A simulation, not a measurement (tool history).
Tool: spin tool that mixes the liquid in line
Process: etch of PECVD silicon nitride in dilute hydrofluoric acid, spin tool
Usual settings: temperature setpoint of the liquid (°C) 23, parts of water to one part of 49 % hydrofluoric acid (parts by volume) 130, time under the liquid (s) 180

run   hour  temperature setpoint of the liquid (°C)  parts of water to one part of 49 % hydrofluoric acid (parts by volume)  time under the liquid (s)  read-back film thickness of the PECVD silicon nitride reference wafer, read on the same gauge (nm)  thickness taken off the PECVD silicon nitride on a monitor wafer (angstrom)
  1      0                                       23                                                                     130                        115                                                                                               69.98                                                                         36.2
  2   14.6                                       23                                                                     130                        180                                                                                               69.97                                                                         56.5
  3   44.3                                       23                                                                     130                        180                                                                                                  70                                                                         56.5
      59.8  -- thermometer replaced
  4   64.6                                       23                                                                     130                        180                                                                                               69.99                                                                         56.5
  5   93.2                                       23                                                                     130                        180                                                                                               69.99                                                                           56
  6  118.8                                       23                                                                     130                        180                                                                                                  70                                                                         57.2
  7  198.4                                       23                                                                     130                        180                                                                                               69.98                                                                         55.6
  8  224.3                                       23                                                                     130                        180                                                                                               70.01                                                                         57.5
     231.5  -- gauge calibrated
  9  239.1                                       23                                                                     130                        180                                                                                               69.99                                                                         57.1
 10  261.8                                       23                                                                     130                        180                                                                                                  70                                                                         56.5
 11  280.1                                       26                                                                     130                        180                                                                                               70.04                                                                         70.1
 12  298.7                                     20.5                                                                     175                        270                                                                                                  70                                                                         54.6
 13  317.6                                       23                                                                     130                        180                                                                                               69.99                                                                         56.8
 14  349.7                                       23                                                                     130                        180                                                                                               70.01                                                                           57
 15  384.5                                       20                                                                     130                        105                                                                                                  70                                                                         27.4
 16  408.2                                       20                                                                      75                        270                                                                                               70.02                                                                          122
 17    425                                       23                                                                     165                        180                                                                                               70.02                                                                         45.1
     452.8  -- hydrofluoric acid flow meter replaced
 18  470.2                                       21                                                                     130                        100                                                                                                  70                                                                           27
 19  543.8                                       23                                                                     130                        180                                                                                               69.99                                                                           55
 20  572.4                                       23                                                                     130                        180                                                                                                  70                                                                         55.1
 21  603.7                                       23                                                                     130                        220                                                                                                  70                                                                         66.7
     622.2  -- thermometer replaced
 22    629                                       20                                                                      80                        180                                                                                                  70                                                                         72.4
 23  655.9                                       18                                                                     195                         80                                                                                                  70                                                                           12
 24  679.4                                       23                                                                     130                        180                                                                                               70.01                                                                         56.1
 25  710.6                                       23                                                                     130                        180                                                                                               69.99                                                                         54.9
 26    735                                       27                                                                     155                         90                                                                                               69.99                                                                         30.1
 27  748.8                                       23                                                                     130                         75                                                                                               70.02                                                                         23.1
 28  781.2                                       23                                                                     130                        115                                                                                               69.98                                                                         35.3
 29    831                                     21.5                                                                      65                        210                                                                                                  70                                                                        116.6
 30  860.3                                       25                                                                     130                        245                                                                                               70.01                                                                           87
 31  875.9                                       19                                                                      95                        275                                                                                               70.01                                                                         88.5
 32  911.4                                       23                                                                     130                        180                                                                                               69.99                                                                         56.2
 33  936.9                                       23                                                                     130                        180                                                                                               69.99                                                                         55.8
 34  972.8                                       19                                                                     185                        250                                                                                                  70                                                                         42.9

Forecast each of these 3 alternatives for the next run:
  A  973.3                                       23                                                                     130                        105                                                                                                   ?                                                                            ?
  B  973.3                                       23                                                                     195                        180                                                                                                   ?                                                                            ?
  C  973.3                                       19                                                                     180                         90                                                                                                   ?                                                                            ?

run  read-back film thickness of the PECVD silicon nitride reference wafer, read on the same gauge (nm)  thickness taken off the PECVD silicon nitride on a monitor wafer (angstrom)
  A                                                                                               70.01                                                                         32.1
  B                                                                                               70.01                                                                         36.9
  C                                                                                               70.01                                                                         15.4
Without the tool's hidden state the same runs would have given:
run  thickness taken off the PECVD silicon nitride on a monitor wafer (angstrom)
  A                                                                         31.5
  B                                                                         36.3
  C                                                                         15.1
